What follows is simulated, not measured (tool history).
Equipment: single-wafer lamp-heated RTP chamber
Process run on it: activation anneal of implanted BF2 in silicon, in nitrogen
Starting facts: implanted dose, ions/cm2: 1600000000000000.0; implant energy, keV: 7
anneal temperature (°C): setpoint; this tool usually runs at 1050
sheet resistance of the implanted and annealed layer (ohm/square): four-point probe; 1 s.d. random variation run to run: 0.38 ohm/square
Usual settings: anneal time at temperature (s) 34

run   hour  anneal temperature (°C)  anneal time at temperature (s)  wafers since the last listed run  wafers since the last pyrometer calibration  wafers since the reflector plate was cleaned  hours since the gauge calibration  read-back reference wafer on the same gauge, sheet resistance  sheet resistance of the implanted and annealed layer (ohm/square)
  1      0                     1037                              34                                 0                                          366                                          7104                              324.5                                                         140.02                                                             128.13
  2     20                     1050                              34                               275                                          642                                          7379                              344.5                                                         140.04                                                             116.71
  3  127.3                     1050                              34                              1476                                         2118                                          8855                              451.8                                                            140                                                             116.06
  4  184.3                     1050                              34                               784                                         2903                                          9640                              508.8                                                         139.95                                                             115.31
  5  217.7                     1050                              34                               459                                         3362                                         10100                              542.2                                                            140                                                             115.61
  6  239.6                     1050                              34                               301                                         3664                                         10401                              564.1                                                         140.04                                                             114.37
  7  253.6                     1050                              34                               192                                         3856                                         10594                              578.1                                                         140.07                                                             114.73
  8  286.9                     1050                              34                               458                                         4315                                         11052                              611.4                                                         139.92                                                             114.32
  9  311.3                     1030                              34                               335                                         4651                                         11388                              635.8                                                         139.93                                                             131.49
 10  337.5                     1030                              34                               360                                         5011                                         11748                                662                                                            140                                                             131.66
 11  358.3                     1050                              34                               286                                         5297                                         12035                              682.8                                                         139.95                                                             114.12
     374.1  -- pyrometer window cleaned and pyrometer calibrated
 12  374.6                     1050                              34                               114                                            7                                         12149                              699.1                                                         140.06                                                             114.76
 13  402.2                     1050                              34                               379                                          386                                         12529                              726.7                                                         140.04                                                             113.73
 14    416                     1069                              54                               189                                          576                                         12719                              740.5                                                         139.98                                                              85.22
     433.6  -- reflector plate cleaned
 15  442.6                     1020                              21                               255                                          832                                           124                              767.1                                                          140.1                                                             171.23
       450  -- gauge calibrated
 16  466.9                     1025                              18                               334                                         1167                                           458                               16.9                                                         139.91                                                             170.06
 17  495.5                     1058                              20                               393                                         1560                                           852                               45.5                                                         140.02                                                              125.4
 18  525.8                     1032                              22                               416                                         1977                                          1269                               75.8                                                         139.98                                                             150.24
 19  544.7                     1024                              46                               260                                         2237                                          1529                               94.7                                                         140.02                                                             131.31
 20  557.4                     1078                              45                               174                                         2412                                          1704                              107.4                                                         140.01                                                              86.15
 21  583.6                     1050                              34                               360                                         2773                                          2064                              133.6                                                            140                                                             118.62
 22  608.1                     1025                              34                               337                                         3110                                          2401                              158.1                                                            140                                                             140.01
 23    629                     1061                              16                               287                                         3398                                          2689                                179                                                         140.01                                                             129.02

Here are 3 independent what-if runs from the current tool condition. What would each one return?
  A  629.4                     1050                              34                                 5                                         3403                                          2694                              179.4                                                              ?                                                                  ?
  B  629.4                     1066                              26                                 5                                         3403                                          2694                              179.4                                                              ?                                                                  ?
  C  629.4                     1035                              34                                 5                                         3403                                          2694                              179.4                                                              ?                                                                  ?

run  read-back reference wafer on the same gauge, sheet resistance  sheet resistance of the implanted and annealed layer (ohm/square)
  A                                                         139.98                                                              119.7
  B                                                         139.98                                                             110.71
  C                                                         139.98                                                             131.75
Had the tool no hidden state, the same runs would have come out as:
run  sheet resistance of the implanted and annealed layer (ohm/square)
  A                                                              121.4
  B                                                             112.55
  C                                                             133.19
